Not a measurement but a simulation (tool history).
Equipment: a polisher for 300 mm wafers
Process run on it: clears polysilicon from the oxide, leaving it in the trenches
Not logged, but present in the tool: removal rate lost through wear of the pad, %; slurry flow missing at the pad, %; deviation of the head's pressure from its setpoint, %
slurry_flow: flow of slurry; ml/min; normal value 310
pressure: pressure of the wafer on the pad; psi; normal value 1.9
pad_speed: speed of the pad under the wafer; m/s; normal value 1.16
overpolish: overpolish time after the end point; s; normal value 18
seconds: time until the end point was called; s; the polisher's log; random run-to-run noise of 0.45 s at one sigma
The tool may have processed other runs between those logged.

run	hour	slurry_flow	pressure	pad_speed	overpolish	wafers since the last listed run	wafers polished on this pad	hours since the slurry nozzle was cleaned	hours since the head pressure was calibrated	incoming thickness of the incoming film, nm	seconds
1	0.0	310	1.9	1.16	18	0	785	611.8	1028.0	797.7	83.3
# hour 3.8: worn pad replaced by a new one
2	6.5	310	1.9	1.16	18	16	16	618.3	1034.5	786.5	77.8
3	18.7	310	1.9	1.16	18	75	92	630.5	1046.7	801.1	78.4
4	25.9	310	1.9	1.16	18	44	137	637.7	1053.9	790.3	77.7
5	37.3	310	1.9	1.28	18	70	208	649.1	1065.3	787.2	72.4
6	51.4	310	1.9	1.28	18	87	296	663.2	1079.4	797.7	73.4
7	61.5	310	1.9	1.28	18	62	359	673.3	1089.5	797.3	74.1
8	71.2	310	1.9	1.16	18	60	419	683.0	1099.2	776.4	79.7
9	88.2	310	1.9	1.16	18	105	525	700.0	1116.2	795.9	81.5
10	99.3	310	2.1	0.98	18	69	594	711.1	1127.3	798.9	87.9
11	112.8	310	2.1	0.98	18	84	678	724.6	1140.8	788.9	88.4
# hour 119.6: worn pad replaced by a new one
12	126.8	310	1.9	1.16	18	62	44	738.6	1154.8	798.3	81.0
13	137.3	310	1.9	1.16	18	65	110	749.1	1165.3	786.7	78.2
# hour 151.3: head pressure recalibrated
14	151.8	310	1.9	1.16	18	77	187	763.6	0.5	797.4	73.0
15	163.2	310	1.9	1.16	18	70	258	775.0	11.9	800.8	73.4
# hour 164.3: slurry nozzle cleaned
16	172.4	245	2.6	1.16	18	51	309	8.1	21.1	775.8	54.8
17	178.8	310	2.4	1.16	28	39	349	14.5	27.5	789.4	58.3
18	192.3	310	1.9	1.16	18	84	433	28.0	41.0	785.8	73.5
19	205.9	310	2.3	0.78	28	84	518	41.6	54.6	778.0	88.0
20	219.6	200	1.4	1.16	18	85	603	55.3	68.3	784.5	107.1
21	231.6	310	1.9	1.34	23	74	678	67.3	80.3	794.5	65.8
# hour 240.7: worn pad replaced by a new one
22	243.2	310	1.9	1.28	18	47	15	78.9	91.9	791.1	65.2
23	256.2	310	2.1	1.56	14	80	96	91.9	104.9	797.4	49.2
24	262.5	225	1.9	1.36	18	39	135	98.2	111.2	782.2	63.0
25	276.2	310	2.4	1.38	28	85	221	111.9	124.9	780.2	48.1
26	282.5	245	1.9	1.16	21	39	260	118.2	131.2	778.4	73.6
27	291.0	310	1.9	1.16	18	52	313	126.7	139.7	796.6	74.1
28	302.5	310	1.6	1.44	26	71	384	138.2	151.2	791.6	71.9
29	313.1	240	1.7	1.16	23	66	450	148.8	161.8	780.9	85.3

For some of the steps in seconds from one run to the next: how much would appear even if the tool had no hidden state, given the settings, what came in and random variation, and how much remains for the hidden state plus any gauge scatter that the measured result and the result without hidden state don't share?
Run 1 -> 2: worn pad replaced by a new one. seconds -5.5 s: hidden state -5.0, all else -0.5.
Run 13 -> 14: head pressure recalibrated. seconds -5.2 s: hidden state -7.1, all else +1.9.
Run 20 -> 21: slurry_flow 200 -> 310, pressure 1.4 -> 1.9, pad_speed 1.16 -> 1.34, overpolish 18 -> 23. seconds -41.3 s: hidden state -1.3, all else -40.0.
Run 25 -> 26: slurry_flow 310 -> 245, pressure 2.4 -> 1.9, pad_speed 1.38 -> 1.16, overpolish 28 -> 21. seconds +25.5 s: hidden state +0.5, all else +25.0.
